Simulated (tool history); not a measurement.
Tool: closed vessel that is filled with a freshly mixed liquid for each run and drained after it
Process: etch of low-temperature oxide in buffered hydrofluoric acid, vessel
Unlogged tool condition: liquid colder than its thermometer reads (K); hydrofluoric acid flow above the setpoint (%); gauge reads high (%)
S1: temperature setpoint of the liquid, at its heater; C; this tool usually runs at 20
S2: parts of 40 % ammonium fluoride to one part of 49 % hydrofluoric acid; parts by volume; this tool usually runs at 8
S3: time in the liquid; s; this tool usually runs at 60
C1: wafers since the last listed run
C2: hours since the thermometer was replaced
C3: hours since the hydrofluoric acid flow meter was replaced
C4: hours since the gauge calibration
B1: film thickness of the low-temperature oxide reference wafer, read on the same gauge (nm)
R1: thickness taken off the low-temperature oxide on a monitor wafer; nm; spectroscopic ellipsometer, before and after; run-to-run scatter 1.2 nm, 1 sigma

run	day	S1	S2	S3	C1	C2	C3	C4	B1	R1
1	0	20	7	80	0	764.9	1787.3	747.8	40.02	517.75
2	1.258	20	7	80	3086	795.1	1817.5	778	39.99	515.08
3	2.633	20	8	60	3372	828.1	1850.5	811	40.04	342.19
4	3.629	20	8	60	2442	852	1874.4	834.9	39.97	342.82
5	4.346	20	8	60	1757	869.2	1891.6	852.1	40.02	342.18
6	5.567	20	8	60	2994	898.5	1920.9	881.4	39.95	342.53
7	6.712	20	8	60	2810	926	1948.4	908.9	40.06	343.39
8	7.471	20	8	60	1859	944.2	1966.6	927.1	40.01	339.42
9	8.767	20	6	60	3178	975.3	1997.7	958.2	40.01	441.4
10	9.575	20	6	60	1982	994.7	2017.1	977.6	40.03	444.08
11	10.267	20	6	60	1696	1011.3	2033.7	994.2	40.02	447.48
12	11.142	20	8	60	2146	1032.3	2054.7	1015.2	39.98	344.51
13	12.504	23	8	45	3341	1065	2087.4	1047.9	39.97	305.19
14	13.771	20	8	30	3106	1095.4	2117.8	1078.3	40	170.86
15	14.854	22.5	8	30	2657	1121.4	2143.8	1104.3	40	197.53
16	16.171	20	8	60	3229	1153	2175.4	1135.9	39.99	343.84
# day 16.925: gauge calibrated
17	17.142	23	11	75	2381	1176.3	2198.7	5.2	40.01	376.44
# day 18.112: thermometer replaced
18	18.529	22.5	5.5	50	3300	10	2232	38.5	39.99	469.78
19	19.4	21.5	8	80	2135	30.9	2252.9	59.4	39.99	507.94
20	20.467	17	6.5	30	2616	56.5	2278.5	85	40.01	178.85
21	21.221	17	8	80	1849	74.6	2296.6	103.1	39.96	397.27
# day 23.862: hydrofluoric acid flow meter replaced
22	23.921	20	10	85	6520	139.4	1.4	167.9	40.01	373.94
23	24.579	17	8	60	1614	155.2	17.2	183.7	39.97	270.55
24	25.171	20	6.5	70	1451	169.4	31.4	197.9	40.04	460.45
25	26.021	24	10	95	2084	189.8	51.8	218.3	39.99	519.59
26	27.121	20	6	60	2697	216.2	78.2	244.7	40.03	423.85
27	27.921	24	11	60	1962	235.4	97.4	263.9	39.97	299.25
28	29.192	24.5	8	60	3116	265.9	127.9	294.4	40.03	414.11
29	29.883	20	6.5	60	1696	282.5	144.5	311	39.99	394.9
30	30.679	20	8	60	1951	301.6	163.6	330.1	40.01	322.01
31	34.804	21.5	9	30	10117	400.6	262.6	429.1	39.99	154.08

Consider 5 possible next runs. They are alternatives, not a sequence: every one starts from the tool as it was left by run 31. What does each give?
A	34.833	20	8	60	71	401.3	263.3	429.8	?	?
B	34.833	24	5.5	30	71	401.3	263.3	429.8	?	?
C	34.833	20	8	35	71	401.3	263.3	429.8	?	?
D	34.833	20	8	70	71	401.3	263.3	429.8	?	?
E	34.833	20	5	60	71	401.3	263.3	429.8	?	?

run	B1	R1
A	40.06	322.08
B	40.06	284.09
C	40.06	187.88
D	40.06	375.76
E	40.06	494.92
Take away the tool's hidden state, keep each run's random variation, and the runs would have read:
run	R1
A	318.57
B	282.31
C	185.83
D	371.66
E	490.95

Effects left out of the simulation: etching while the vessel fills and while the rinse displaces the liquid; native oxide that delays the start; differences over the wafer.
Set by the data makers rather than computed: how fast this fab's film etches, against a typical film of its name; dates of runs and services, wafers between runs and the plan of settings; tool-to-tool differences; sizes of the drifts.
